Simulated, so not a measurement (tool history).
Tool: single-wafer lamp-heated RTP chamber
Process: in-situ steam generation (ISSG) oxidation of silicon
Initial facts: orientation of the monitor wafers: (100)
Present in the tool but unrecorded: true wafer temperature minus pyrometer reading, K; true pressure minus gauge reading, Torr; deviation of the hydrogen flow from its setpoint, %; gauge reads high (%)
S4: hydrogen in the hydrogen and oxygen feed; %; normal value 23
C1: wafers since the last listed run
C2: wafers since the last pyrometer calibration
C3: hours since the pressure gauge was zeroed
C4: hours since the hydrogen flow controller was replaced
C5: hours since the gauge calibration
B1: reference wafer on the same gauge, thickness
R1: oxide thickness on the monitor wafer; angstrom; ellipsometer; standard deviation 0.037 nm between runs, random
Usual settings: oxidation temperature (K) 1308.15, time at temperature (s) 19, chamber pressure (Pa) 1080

run 1 day=0 | oxidation_temperature_(K)=1308.15 time_at_temperature_(s)=19 chamber_pressure_(Pa)=1080 S4=23 | C1=0 C2=667 C3=2783.3 C4=4720.5 C5=931.7 | B1=7.056 | R1=65.47
run 2 day=1.896 | oxidation_temperature_(K)=1308.15 time_at_temperature_(s)=19 chamber_pressure_(Pa)=1080 S4=23 | C1=547 C2=1215 C3=2828.8 C4=4766 C5=977.2 | B1=7.05 | R1=65.16
-- day=2.858 gauge calibrated
run 3 day=3.121 | oxidation_temperature_(K)=1308.15 time_at_temperature_(s)=19 chamber_pressure_(Pa)=1080 S4=23 | C1=354 C2=1569 C3=2858.2 C4=4795.4 C5=6.3 | B1=7.065 | R1=65.14
run 4 day=5.675 | oxidation_temperature_(K)=1308.15 time_at_temperature_(s)=19 chamber_pressure_(Pa)=1080 S4=23 | C1=738 C2=2307 C3=2919.5 C4=4856.7 C5=67.6 | B1=7.047 | R1=65.43
run 5 day=7.642 | oxidation_temperature_(K)=1308.15 time_at_temperature_(s)=19 chamber_pressure_(Pa)=1080 S4=23 | C1=568 C2=2875 C3=2966.7 C4=4903.9 C5=114.8 | B1=7.04 | R1=65.37
run 6 day=10.517 | oxidation_temperature_(K)=1308.15 time_at_temperature_(s)=19 chamber_pressure_(Pa)=1080 S4=23 | C1=830 C2=3706 C3=3035.7 C4=4972.9 C5=183.8 | B1=7.046 | R1=65.93
run 7 day=11.967 | oxidation_temperature_(K)=1308.15 time_at_temperature_(s)=19 chamber_pressure_(Pa)=1080 S4=23 | C1=419 C2=4125 C3=3070.5 C4=5007.7 C5=218.6 | B1=7.048 | R1=64.96
run 8 day=14.45 | oxidation_temperature_(K)=1308.15 time_at_temperature_(s)=19 chamber_pressure_(Pa)=1080 S4=23 | C1=717 C2=4843 C3=3130.1 C4=5067.3 C5=278.2 | B1=7.047 | R1=65.59
-- day=16.717 pyrometer window cleaned and pyrometer calibrated
run 9 day=16.738 | oxidation_temperature_(K)=1308.15 time_at_temperature_(s)=19 chamber_pressure_(Pa)=1080 S4=23 | C1=564 C2=5 C3=3185 C4=5122.2 C5=333.1 | B1=7.048 | R1=64.91
run 10 day=19.038 | oxidation_temperature_(K)=1308.15 time_at_temperature_(s)=19 chamber_pressure_(Pa)=1147 S4=23 | C1=664 C2=670 C3=3240.2 C4=5177.4 C5=388.3 | B1=7.045 | R1=64.8
run 11 day=21.392 | oxidation_temperature_(K)=1308.15 time_at_temperature_(s)=19 chamber_pressure_(Pa)=1147 S4=23 | C1=680 C2=1350 C3=3296.7 C4=5233.9 C5=444.8 | B1=7.046 | R1=65.24
run 12 day=23.883 | oxidation_temperature_(K)=1308.15 time_at_temperature_(s)=19 chamber_pressure_(Pa)=1147 S4=23 | C1=720 C2=2070 C3=3356.5 C4=5293.7 C5=504.6 | B1=7.06 | R1=65.19
-- day=29.596 pressure gauge zeroed
run 13 day=31.396 | oxidation_temperature_(K)=1308.15 time_at_temperature_(s)=19 chamber_pressure_(Pa)=1080 S4=23 | C1=2074 C2=4145 C3=43.2 C4=5474 C5=684.9 | B1=7.055 | R1=65.06
-- day=32.4 pyrometer window cleaned and pyrometer calibrated
run 14 day=33.812 | oxidation_temperature_(K)=1308.15 time_at_temperature_(s)=19 chamber_pressure_(Pa)=1080 S4=23 | C1=602 C2=408 C3=101.2 C4=5532 C5=742.9 | B1=7.052 | R1=64.77
run 15 day=36.142 | oxidation_temperature_(K)=1322.15 time_at_temperature_(s)=16 chamber_pressure_(Pa)=947 S4=23 | C1=673 C2=1081 C3=157.1 C4=5587.9 C5=798.8 | B1=7.047 | R1=64.35
run 16 day=38.871 | oxidation_temperature_(K)=1308.15 time_at_temperature_(s)=19 chamber_pressure_(Pa)=1000 S4=28 | C1=788 C2=1869 C3=222.6 C4=5653.4 C5=864.3 | B1=7.059 | R1=68.53
run 17 day=39.892 | oxidation_temperature_(K)=1294.15 time_at_temperature_(s)=22 chamber_pressure_(Pa)=973 S4=17 | C1=295 C2=2165 C3=247.1 C4=5677.9 C5=888.8 | B1=7.053 | R1=61.18
run 18 day=42.325 | oxidation_temperature_(K)=1308.15 time_at_temperature_(s)=19 chamber_pressure_(Pa)=1080 S4=23 | C1=703 C2=2868 C3=305.5 C4=5736.3 C5=947.2 | B1=7.042 | R1=65.21
-- day=42.917 hydrogen flow controller replaced
run 19 day=43.396 | oxidation_temperature_(K)=1308.15 time_at_temperature_(s)=19 chamber_pressure_(Pa)=1080 S4=23 | C1=213 C2=3081 C3=331.2 C4=11.5 C5=972.9 | B1=7.039 | R1=64.79
run 20 day=45.067 | oxidation_temperature_(K)=1308.15 time_at_temperature_(s)=19 chamber_pressure_(Pa)=1080 S4=23 | C1=482 C2=3564 C3=371.3 C4=51.6 C5=1013 | B1=7.055 | R1=65.23
run 21 day=47.146 | oxidation_temperature_(K)=1308.15 time_at_temperature_(s)=19 chamber_pressure_(Pa)=1147 S4=23 | C1=600 C2=4165 C3=421.2 C4=101.5 C5=1062.9 | B1=7.044 | R1=65.2
run 22 day=49.571 | oxidation_temperature_(K)=1308.15 time_at_temperature_(s)=12 chamber_pressure_(Pa)=1080 S4=23 | C1=700 C2=4866 C3=479.4 C4=159.7 C5=1121.1 | B1=7.043 | R1=52.84
-- day=50.204 gauge calibrated
run 23 day=51.517 | oxidation_temperature_(K)=1300.15 time_at_temperature_(s)=19 chamber_pressure_(Pa)=1213 S4=15 | C1=562 C2=5428 C3=526.1 C4=206.4 C5=31.5 | B1=7.057 | R1=56.09
-- day=53.446 pyrometer window cleaned and pyrometer calibrated
run 24 day=54.112 | oxidation_temperature_(K)=1308.15 time_at_temperature_(s)=19 chamber_pressure_(Pa)=1240 S4=23 | C1=653 C2=192 C3=588.4 C4=268.7 C5=93.8 | B1=7.033 | R1=64.99
run 25 day=56.017 | oxidation_temperature_(K)=1308.15 time_at_temperature_(s)=19 chamber_pressure_(Pa)=1080 S4=29 | C1=550 C2=742 C3=634.1 C4=314.4 C5=139.5 | B1=7.043 | R1=69
run 26 day=58.071 | oxidation_temperature_(K)=1301.15 time_at_temperature_(s)=19 chamber_pressure_(Pa)=1027 S4=23 | C1=593 C2=1336 C3=683.4 C4=363.7 C5=188.8 | B1=7.045 | R1=62.83
run 27 day=59.596 | oxidation_temperature_(K)=1308.15 time_at_temperature_(s)=19 chamber_pressure_(Pa)=1080 S4=23 | C1=440 C2=1776 C3=720 C4=400.3 C5=225.4 | B1=7.067 | R1=65.07
run 28 day=63.208 | oxidation_temperature_(K)=1308.15 time_at_temperature_(s)=25 chamber_pressure_(Pa)=1080 S4=23 | C1=1044 C2=2820 C3=806.7 C4=487 C5=312.1 | B1=7.042 | R1=75.08

Predict each of these 3 candidate next runs independently; none follows another, all start after run 28:
run A day=63.225 | oxidation_temperature_(K)=1308.15 time_at_temperature_(s)=19 chamber_pressure_(Pa)=1080 S4=23 | C1=4 C2=2825 C3=807.1 C4=487.4 C5=312.5 | B1=? | R1=?
run B day=63.225 | oxidation_temperature_(K)=1290.15 time_at_temperature_(s)=21 chamber_pressure_(Pa)=920 S4=20 | C1=4 C2=2825 C3=807.1 C4=487.4 C5=312.5 | B1=? | R1=?
run C day=63.225 | oxidation_temperature_(K)=1308.15 time_at_temperature_(s)=15 chamber_pressure_(Pa)=1240 S4=23 | C1=4 C2=2825 C3=807.1 C4=487.4 C5=312.5 | B1=? | R1=?

run=A B1=7.043 R1=65
run=B B1=7.043 R1=60.31
run=C B1=7.043 R1=57.15
Without the tool's unlogged condition, the same runs would have read:
run=A R1=65
run=B R1=60.31
run=C R1=57.15

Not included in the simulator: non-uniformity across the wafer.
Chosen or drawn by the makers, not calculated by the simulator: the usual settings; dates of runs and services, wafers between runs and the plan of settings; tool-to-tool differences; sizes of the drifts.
